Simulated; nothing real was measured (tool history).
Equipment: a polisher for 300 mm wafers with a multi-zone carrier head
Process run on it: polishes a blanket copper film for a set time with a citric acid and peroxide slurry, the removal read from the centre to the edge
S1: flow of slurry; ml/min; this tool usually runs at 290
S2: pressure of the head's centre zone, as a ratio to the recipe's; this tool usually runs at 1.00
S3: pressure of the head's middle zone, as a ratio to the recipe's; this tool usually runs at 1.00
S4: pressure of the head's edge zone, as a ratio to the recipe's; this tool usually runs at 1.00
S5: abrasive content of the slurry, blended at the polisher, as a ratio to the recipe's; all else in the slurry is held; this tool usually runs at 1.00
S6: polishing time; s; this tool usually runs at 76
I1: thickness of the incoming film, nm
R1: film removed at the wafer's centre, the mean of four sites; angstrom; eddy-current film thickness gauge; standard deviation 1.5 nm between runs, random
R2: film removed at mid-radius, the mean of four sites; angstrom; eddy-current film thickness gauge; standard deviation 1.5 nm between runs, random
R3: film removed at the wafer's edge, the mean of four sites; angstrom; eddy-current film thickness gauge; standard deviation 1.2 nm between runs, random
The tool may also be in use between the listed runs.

run     day   S1    S2    S3    S4    S5   S6     I1    R1    R2    R3
  1   0.000  290  1.00  1.00  1.00  0.95   76  764.0  1710  1585  1618
  2   1.054  290  1.00  1.00  1.00  1.00   56  755.3  1252  1165  1207
  3   2.279  290  1.00  1.00  1.00  1.00   56  764.4  1230  1175  1202
  4   3.142  290  0.93  1.00  1.00  1.00   92  772.5  1976  1932  1969
      3.504  -- slurry nozzle cleaned
  5   4.092  290  0.93  1.00  1.00  1.00   92  781.1  1960  1900  1959
      4.883  -- centre zone pressure recalibrated
  6   4.946  290  1.00  1.00  0.91  1.00   76  762.6  1597  1591  1553
      5.175  -- worn pad replaced by a new one
  7   6.392  290  1.00  1.00  1.10  1.00   62  779.2  1284  1268  1367
  8   7.425  290  1.00  1.00  1.00  1.00   76  760.6  1609  1593  1604
  9   8.458  290  1.00  1.00  1.00  1.00   76  770.3  1625  1602  1628
 10   9.158  330  0.95  1.00  0.92  1.00  100  757.6  2059  2085  2092
 11  10.129  290  1.07  1.00  1.00  1.00   76  770.0  1661  1589  1643
     10.458  -- carrier head's membrane replaced by a new one
 12  10.633  290  1.00  0.94  1.00  1.00   64  758.4  1338  1296  1382
     11.058  -- worn pad replaced by a new one
 13  11.300  290  0.93  1.00  1.00  1.00   92  787.6  1870  1916  1963
 14  12.550  290  1.00  1.00  1.00  1.00   76  772.5  1602  1584  1618
     13.146  -- edge zone pressure recalibrated
 15  13.871  290  1.00  1.00  1.00  0.80   76  777.9  1554  1556  1572
 16  14.488  290  1.00  1.00  1.05  0.85   76  770.9  1542  1583  1631
 17  15.929  290  1.00  1.00  1.10  1.00   62  782.3  1324  1278  1375
 18  17.033  360  1.00  1.00  0.96  1.00   95  763.2  2034  2026  2029
     17.800  -- worn pad replaced by a new one
 19  18.208  360  1.00  1.00  1.00  1.00   65  773.4  1410  1387  1407
 20  18.871  210  1.09  1.00  1.00  1.25   84  762.2  1897  1794  1818

Here are 5 independent what-if runs from the current tool condition. What would each one return?
  A  18.888  290  1.00  0.95  1.00  1.00  76  783.2   ?   ?   ?
  B  18.888  290  0.89  1.12  1.00  1.00  76  783.2   ?   ?   ?
  C  18.888  290  1.00  0.90  1.00  1.00  76  783.2   ?   ?   ?
  D  18.888  290  1.00  1.00  1.00  1.00  63  783.2   ?   ?   ?
  E  18.888  290  1.00  1.00  1.00  1.10  76  783.2   ?   ?   ?

run    R1    R2    R3
  A  1599  1516  1609
  B  1482  1708  1606
  C  1598  1460  1610
  D  1326  1303  1333
  E  1621  1594  1630
Take away the tool's hidden state, keep each run's random variation, and the runs would have read:
run    R1    R2    R3
  A  1594  1516  1609
  B  1478  1708  1606
  C  1594  1460  1610
  D  1322  1303  1333
  E  1617  1594  1630

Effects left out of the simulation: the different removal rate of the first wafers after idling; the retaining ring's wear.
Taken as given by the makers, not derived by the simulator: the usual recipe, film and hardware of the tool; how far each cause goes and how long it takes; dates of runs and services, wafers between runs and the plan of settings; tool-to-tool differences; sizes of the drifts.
